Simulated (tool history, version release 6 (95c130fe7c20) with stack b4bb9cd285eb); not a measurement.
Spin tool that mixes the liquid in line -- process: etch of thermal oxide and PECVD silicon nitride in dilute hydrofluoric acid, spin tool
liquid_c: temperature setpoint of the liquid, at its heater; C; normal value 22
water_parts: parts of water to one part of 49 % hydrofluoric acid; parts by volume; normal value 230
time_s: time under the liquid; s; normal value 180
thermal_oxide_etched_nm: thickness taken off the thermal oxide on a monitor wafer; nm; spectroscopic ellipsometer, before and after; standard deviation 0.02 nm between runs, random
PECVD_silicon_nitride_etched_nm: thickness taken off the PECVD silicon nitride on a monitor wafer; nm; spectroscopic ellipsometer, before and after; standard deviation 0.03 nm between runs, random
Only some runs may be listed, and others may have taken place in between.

| run | hour | liquid_c | water_parts | time_s | read-back film thickness of the thermal oxide reference wafer, read on the same gauge (nm) | read-back film thickness of the PECVD silicon nitride reference wafer, read on the same gauge (nm) | thermal_oxide_etched_nm | PECVD_silicon_nitride_etched_nm |
|---|---|---|---|---|---|---|---|---|
| 1 | 0 | 22 | 230 | 180 | 60.234 | 90.35 | 2.858 | 3.039 |
| 2 | 29.9 | 22 | 230 | 180 | 60.269 | 90.379 | 2.891 | 3.021 |
| 3 | 45.6 | 22 | 230 | 180 | 60.291 | 90.435 | 2.832 | 3.049 |
| 4 | 62.5 | 22 | 230 | 180 | 60.316 | 90.461 | 2.836 | 3.012 |
| 5 | 75.4 | 22 | 230 | 180 | 60.355 | 90.495 | 2.874 | 3.009 |
| 6 | 93.9 | 22 | 230 | 180 | 60.376 | 90.572 | 2.844 | 3.032 |
| 7 | 109.5 | 22 | 230 | 180 | 60.407 | 90.612 | 2.851 | 3.044 |
| 8 | 139 | 22 | 260 | 180 | 60.457 | 90.698 | 2.489 | 2.681 |
| 9 | 153.2 | 22 | 260 | 180 | 60.473 | 90.732 | 2.477 | 2.687 |
| 10 | 187.8 | 22 | 260 | 180 | 60.539 | 90.853 | 2.454 | 2.721 |
| 11 | 218.2 | 24 | 315 | 225 | 60.657 | 90.964 | 2.608 | 3.092 |
| 12 | 232.5 | 19.5 | 335 | 250 | 60.691 | 91.054 | 2.288 | 2.458 |
| 13 | 262.1 | 22 | 145 | 215 | 60.792 | 91.169 | 5.996 | 5.698 |
| 14 | 277.6 | 22 | 230 | 180 | 60.832 | 91.224 | 2.874 | 3.041 |
|  | 281.9 | hydrofluoric acid flow meter replaced |
|  | 319.6 | thermometer replaced |
| 15 | 343 | 22 | 230 | 180 | 61.063 | 91.625 | 2.911 | 3 |
| 16 | 356.5 | 20.5 | 230 | 180 | 61.117 | 91.665 | 2.735 | 2.705 |
| 17 | 373.1 | 22 | 230 | 180 | 61.187 | 91.757 | 2.897 | 3.03 |
| 18 | 443.9 | 22 | 230 | 180 | 61.489 | 92.224 | 2.88 | 3.04 |
| 19 | 462.5 | 26.5 | 150 | 135 | 61.569 | 92.364 | 4.345 | 4.651 |
|  | 477.1 | gauge calibrated |
| 20 | 479.1 | 18.5 | 165 | 180 | 59.748 | 89.614 | 3.655 | 3.198 |
| 21 | 511.1 | 26 | 325 | 180 | 59.73 | 89.593 | 2.083 | 2.721 |
| 22 | 536.5 | 19 | 190 | 125 | 59.755 | 89.63 | 2.2 | 2.082 |
| 23 | 566.6 | 19 | 125 | 180 | 59.76 | 89.642 | 5.16 | 4.431 |
| 24 | 588.4 | 22 | 230 | 180 | 59.791 | 89.669 | 2.812 | 2.979 |
| 25 | 614.7 | 25.5 | 180 | 210 | 59.815 | 89.716 | 5.084 | 5.519 |
| 26 | 643.7 | 26.5 | 230 | 180 | 59.838 | 89.759 | 3.335 | 4.057 |

Alternative continuations, all from the tool just after run 26; predict every row:
| A | 644.2 | 22 | 230 | 180 | ? | ? | ? | ? |
| B | 644.2 | 22 | 135 | 240 | ? | ? | ? | ? |
| C | 644.2 | 22 | 170 | 260 | ? | ? | ? | ? |
| D | 644.2 | 17 | 175 | 115 | ? | ? | ? | ? |

| run | read-back film thickness of the thermal oxide reference wafer, read on the same gauge (nm) | read-back film thickness of the PECVD silicon nitride reference wafer, read on the same gauge (nm) | thermal_oxide_etched_nm | PECVD_silicon_nitride_etched_nm |
|---|---|---|---|---|
| A | 59.838 | 89.773 | 2.817 | 3.043 |
| B | 59.838 | 89.773 | 7.07 | 6.842 |
| C | 59.838 | 89.773 | 5.855 | 5.911 |
| D | 59.838 | 89.773 | 2.055 | 1.822 |
With no hidden state in the tool, these same runs would have given:
| run | thermal_oxide_etched_nm | PECVD_silicon_nitride_etched_nm |
|---|---|---|
| A | 2.824 | 3.051 |
| B | 7.089 | 6.86 |
| C | 5.871 | 5.927 |
| D | 2.06 | 1.827 |
